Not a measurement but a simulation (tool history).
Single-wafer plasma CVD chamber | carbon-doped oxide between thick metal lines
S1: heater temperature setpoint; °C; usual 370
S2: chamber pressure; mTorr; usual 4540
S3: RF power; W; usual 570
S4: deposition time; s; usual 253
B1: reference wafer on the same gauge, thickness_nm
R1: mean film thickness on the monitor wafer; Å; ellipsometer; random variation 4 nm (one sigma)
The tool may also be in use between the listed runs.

| run | hour | S1 | S2 | S3 | S4 | B1 | R1 |
|---|---|---|---|---|---|---|---|
| 1 | 0.0 | 370 | 4540 | 570 | 231 | 1469.528 | 11692.48 |
| 2 | 122.0 | 370 | 4540 | 570 | 231 | 1469.647 | 11665.36 |
| 3 | 236.2 | 370 | 4540 | 570 | 231 | 1470.482 | 11696.94 |
| 4 | 330.4 | 370 | 4540 | 570 | 253 | 1469.558 | 12721.86 |
|  | 429.5 | capacitance manometer re-zeroed and calibrated |
| 5 | 430.0 | 370 | 4540 | 570 | 253 | 1469.319 | 12785.45 |
| 6 | 479.6 | 370 | 4540 | 570 | 253 | 1470.087 | 12679.95 |
|  | 536.4 | thermocouple changed; heater temperature recalibrated |
| 7 | 561.7 | 370 | 4540 | 570 | 253 | 1469.894 | 12456.13 |
| 8 | 667.4 | 370 | 4540 | 570 | 253 | 1470.008 | 12393.39 |
| 9 | 720.6 | 370 | 4540 | 570 | 253 | 1470.336 | 12399.95 |
|  | 743.9 | showerhead replaced |
| 10 | 810.7 | 370 | 4540 | 570 | 253 | 1469.898 | 12361.38 |
|  | 837.4 | RF generator calibrated |
| 11 | 865.8 | 379 | 3520 | 480 | 219 | 1469.810 | 9523.54 |
| 12 | 923.4 | 370 | 4140 | 610 | 253 | 1469.449 | 13045.56 |
| 13 | 993.8 | 363 | 5500 | 535 | 253 | 1469.389 | 13158.74 |
| 14 | 1050.4 | 357 | 3730 | 525 | 272 | 1469.872 | 13299.23 |
| 15 | 1134.8 | 370 | 4540 | 660 | 289 | 1470.012 | 15844.73 |
|  | 1136.5 | gauge calibrated |
| 16 | 1184.8 | 383 | 4540 | 465 | 253 | 1470.435 | 11206.11 |
| 17 | 1292.3 | 365 | 4540 | 570 | 231 | 1470.041 | 11886.65 |
| 18 | 1337.1 | 370 | 4540 | 570 | 300 | 1469.490 | 15172.93 |
|  | 1353.6 | capacitance manometer re-zeroed and calibrated |
| 19 | 1426.9 | 370 | 4540 | 570 | 253 | 1470.252 | 12861.25 |

Some steps in R1 between neighbouring runs. How much of each would the tool show without its hidden state too (settings, what came in, random variation), and how much is left for the hidden state, with any gauge scatter that isn't in both results?
The hidden state here: wafer temperature above the value expected at the setpoint (K); delivered RF power above the setpoint (%); true pressure above the setpoint (%); gauge reads high (%).
Run 10 -> 11: S1 370 -> 379, S2 4540 -> 3520, S3 570 -> 480, S4 253 -> 219, RF generator calibrated. R1 -2837.84 Å: hidden state +468.42, all else -3306.26.
Run 15 -> 16: S1 370 -> 383, S3 660 -> 465, S4 289 -> 253, gauge calibrated. R1 -4638.62 Å: hidden state -51.40, all else -4587.22.
